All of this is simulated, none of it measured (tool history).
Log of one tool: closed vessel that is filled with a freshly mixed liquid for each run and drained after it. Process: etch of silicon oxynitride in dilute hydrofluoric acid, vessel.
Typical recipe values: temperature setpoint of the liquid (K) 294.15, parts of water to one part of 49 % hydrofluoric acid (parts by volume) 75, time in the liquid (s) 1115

| run | hour | temperature setpoint of the liquid (K) | parts of water to one part of 49 % hydrofluoric acid (parts by volume) | time in the liquid (s) | read-back film thickness of the silicon oxynitride reference wafer, read on the same gauge (nm) | thickness taken off the silicon oxynitride on a monitor wafer (Å) |
|---|---|---|---|---|---|---|
| 1 | 0 | 294.15 | 75 | 1115 | 39.99 | 300.9 |
| 2 | 10.8 | 294.15 | 75 | 1115 | 40 | 300.4 |
| 3 | 22.3 | 294.15 | 75 | 1115 | 39.99 | 299.3 |
| 4 | 39.1 | 294.15 | 60 | 1115 | 40 | 381.8 |
| 5 | 53.1 | 294.15 | 100 | 1520 | 40 | 300.3 |
| 6 | 60.5 | 294.15 | 100 | 1520 | 40 | 298.9 |
| 7 | 75.6 | 294.15 | 100 | 1520 | 40.01 | 301 |
|  | 90.8 | hydrofluoric acid flow meter replaced |
| 8 | 91.3 | 291.15 | 75 | 890 | 40 | 237.1 |
| 9 | 97 | 291.15 | 75 | 890 | 39.98 | 236.5 |
| 10 | 109.2 | 299.15 | 110 | 1735 | 39.99 | 446 |
|  | 117.1 | thermometer replaced |
| 11 | 119.7 | 290.65 | 55 | 1455 | 39.99 | 465.1 |
| 12 | 137.7 | 299.15 | 110 | 1735 | 39.99 | 402 |
| 13 | 145.2 | 294.15 | 75 | 1115 | 40 | 308.2 |
| 14 | 159.1 | 292.15 | 75 | 1115 | 40.02 | 276.8 |
|  | 162.7 | gauge calibrated |
| 15 | 171.8 | 297.65 | 75 | 1385 | 40 | 448.5 |
| 16 | 224.5 | 297.15 | 75 | 1375 | 40 | 440.9 |
| 17 | 237.8 | 294.15 | 50 | 1115 | 39.98 | 469.3 |
| 18 | 244.9 | 294.15 | 90 | 915 | 39.98 | 207.8 |

Forecast each of these 4 alternatives for the next run:
| A | 245.9 | 294.15 | 75 | 710 | ? | ? |
| B | 245.9 | 297.65 | 95 | 835 | ? | ? |
| C | 245.9 | 294.15 | 105 | 1390 | ? | ? |
| D | 245.9 | 290.65 | 45 | 705 | ? | ? |

| run | read-back film thickness of the silicon oxynitride reference wafer, read on the same gauge (nm) | thickness taken off the silicon oxynitride on a monitor wafer (Å) |
|---|---|---|
| A | 39.98 | 195.6 |
| B | 39.98 | 211.1 |
| C | 39.98 | 267.1 |
| D | 39.98 | 277.6 |
Take away the tool's hidden state, keep each run's random variation, and the runs would have read:
| run | thickness taken off the silicon oxynitride on a monitor wafer (Å) |
|---|---|
| A | 199.3 |
| B | 215.5 |
| C | 272.4 |
| D | 282.3 |
